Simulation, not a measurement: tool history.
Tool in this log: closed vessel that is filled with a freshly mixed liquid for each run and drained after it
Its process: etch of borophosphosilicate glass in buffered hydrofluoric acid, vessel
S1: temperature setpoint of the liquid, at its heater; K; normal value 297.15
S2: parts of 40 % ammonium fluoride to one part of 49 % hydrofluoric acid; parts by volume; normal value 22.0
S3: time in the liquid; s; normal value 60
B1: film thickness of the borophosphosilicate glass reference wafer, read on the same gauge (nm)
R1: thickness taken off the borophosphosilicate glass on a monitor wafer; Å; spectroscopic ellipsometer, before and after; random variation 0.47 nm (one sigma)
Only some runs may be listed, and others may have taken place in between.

{"run": 1, "day": 0.0, "S1": 297.15, "S2": 22.0, "S3": 60, "B1": 110.01, "R1": 611.2}
{"run": 2, "day": 0.562, "S1": 297.15, "S2": 22.0, "S3": 60, "B1": 110.01, "R1": 617.3}
{"run": 3, "day": 1.55, "S1": 297.15, "S2": 22.0, "S3": 60, "B1": 110.03, "R1": 627.8}
{"run": 4, "day": 3.004, "S1": 297.15, "S2": 22.0, "S3": 40, "B1": 110.01, "R1": 411.0}
{"run": 5, "day": 3.767, "S1": 297.15, "S2": 22.0, "S3": 40, "B1": 109.98, "R1": 414.2}
{"run": 6, "day": 5.088, "S1": 297.15, "S2": 22.0, "S3": 40, "B1": 109.99, "R1": 411.9}
{"run": 7, "day": 5.617, "S1": 297.15, "S2": 22.0, "S3": 60, "B1": 110.0, "R1": 625.3}
{"run": 8, "day": 9.0, "S1": 297.15, "S2": 22.0, "S3": 60, "B1": 109.99, "R1": 616.1}
{"run": 9, "day": 9.571, "S1": 297.15, "S2": 22.0, "S3": 60, "B1": 110.01, "R1": 608.2}
{"run": 10, "day": 10.542, "S1": 297.15, "S2": 22.0, "S3": 60, "B1": 110.01, "R1": 614.3}
{"run": 11, "day": 11.846, "S1": 297.15, "S2": 22.0, "S3": 60, "B1": 109.99, "R1": 613.4}
{"run": 12, "day": 12.65, "S1": 297.15, "S2": 22.0, "S3": 60, "B1": 110.0, "R1": 616.7}
{"run": 13, "day": 13.617, "S1": 297.15, "S2": 22.0, "S3": 60, "B1": 110.02, "R1": 618.0}
{"run": 14, "day": 15.104, "S1": 295.15, "S2": 17.0, "S3": 60, "B1": 109.99, "R1": 702.5}
{"day": 15.296, "done": "gauge calibrated"}
{"run": 15, "day": 16.288, "S1": 295.65, "S2": 22.0, "S3": 30, "B1": 109.99, "R1": 281.8}
{"day": 17.567, "done": "thermometer replaced"}
{"run": 16, "day": 17.779, "S1": 297.15, "S2": 22.0, "S3": 60, "B1": 109.99, "R1": 652.4}
{"run": 17, "day": 18.308, "S1": 297.15, "S2": 13.5, "S3": 30, "B1": 110.0, "R1": 532.1}
{"run": 18, "day": 19.012, "S1": 295.65, "S2": 17.5, "S3": 70, "B1": 110.01, "R1": 881.0}
{"run": 19, "day": 19.675, "S1": 297.15, "S2": 22.0, "S3": 60, "B1": 110.0, "R1": 645.7}
{"day": 20.567, "done": "hydrofluoric acid flow meter replaced"}
{"run": 20, "day": 20.971, "S1": 297.15, "S2": 29.0, "S3": 45, "B1": 110.01, "R1": 369.4}
{"run": 21, "day": 22.388, "S1": 293.65, "S2": 22.0, "S3": 60, "B1": 110.03, "R1": 493.8}
{"run": 22, "day": 23.108, "S1": 297.15, "S2": 13.5, "S3": 40, "B1": 110.01, "R1": 625.1}
{"run": 23, "day": 24.062, "S1": 299.15, "S2": 17.0, "S3": 60, "B1": 110.01, "R1": 843.0}
{"run": 24, "day": 24.879, "S1": 298.65, "S2": 22.0, "S3": 60, "B1": 110.0, "R1": 643.3}
{"run": 25, "day": 25.575, "S1": 297.15, "S2": 19.0, "S3": 70, "B1": 110.0, "R1": 784.8}
{"run": 26, "day": 26.217, "S1": 297.15, "S2": 15.0, "S3": 60, "B1": 110.01, "R1": 857.8}
{"run": 27, "day": 26.992, "S1": 297.15, "S2": 22.0, "S3": 60, "B1": 109.98, "R1": 590.4}
{"run": 28, "day": 30.379, "S1": 297.15, "S2": 22.0, "S3": 60, "B1": 110.03, "R1": 594.9}
{"run": 29, "day": 31.038, "S1": 297.15, "S2": 22.0, "S3": 60, "B1": 109.99, "R1": 603.1}
{"run": 30, "day": 32.383, "S1": 297.15, "S2": 30.0, "S3": 60, "B1": 110.03, "R1": 481.2}
{"run": 31, "day": 33.654, "S1": 297.15, "S2": 22.0, "S3": 60, "B1": 110.01, "R1": 589.7}

What was the tool's hidden state at every run in the log?
gauge reads high (%): 0 across all the runs
H1: liquid colder than its thermometer reads (K)
H2: hydrofluoric acid flow above the setpoint (%)
run=1 H1=0.639 H2=8.54
run=2 H1=0.657 H2=8.62
run=3 H1=0.688 H2=8.77
run=4 H1=0.735 H2=8.99
run=5 H1=0.759 H2=9.1
run=6 H1=0.801 H2=9.3
run=7 H1=0.818 H2=9.37
run=8 H1=0.927 H2=9.88
run=9 H1=0.945 H2=9.96
run=10 H1=0.976 H2=10.1
run=11 H1=1.02 H2=10.3
run=12 H1=1.04 H2=10.4
run=13 H1=1.07 H2=10.6
run=14 H1=1.12 H2=10.8
run=15 H1=1.16 H2=11
run=16 H1=0.114 H2=11.2
run=17 H1=0.131 H2=11.3
run=18 H1=0.153 H2=11.4
run=19 H1=0.175 H2=11.5
run=20 H1=0.216 H2=0.264
run=21 H1=0.261 H2=0.474
run=22 H1=0.285 H2=0.581
run=23 H1=0.315 H2=0.722
run=24 H1=0.341 H2=0.844
run=25 H1=0.364 H2=0.947
run=26 H1=0.384 H2=1.04
run=27 H1=0.409 H2=1.16
run=28 H1=0.517 H2=1.66
run=29 H1=0.538 H2=1.76
run=30 H1=0.582 H2=1.96
run=31 H1=0.622 H2=2.15

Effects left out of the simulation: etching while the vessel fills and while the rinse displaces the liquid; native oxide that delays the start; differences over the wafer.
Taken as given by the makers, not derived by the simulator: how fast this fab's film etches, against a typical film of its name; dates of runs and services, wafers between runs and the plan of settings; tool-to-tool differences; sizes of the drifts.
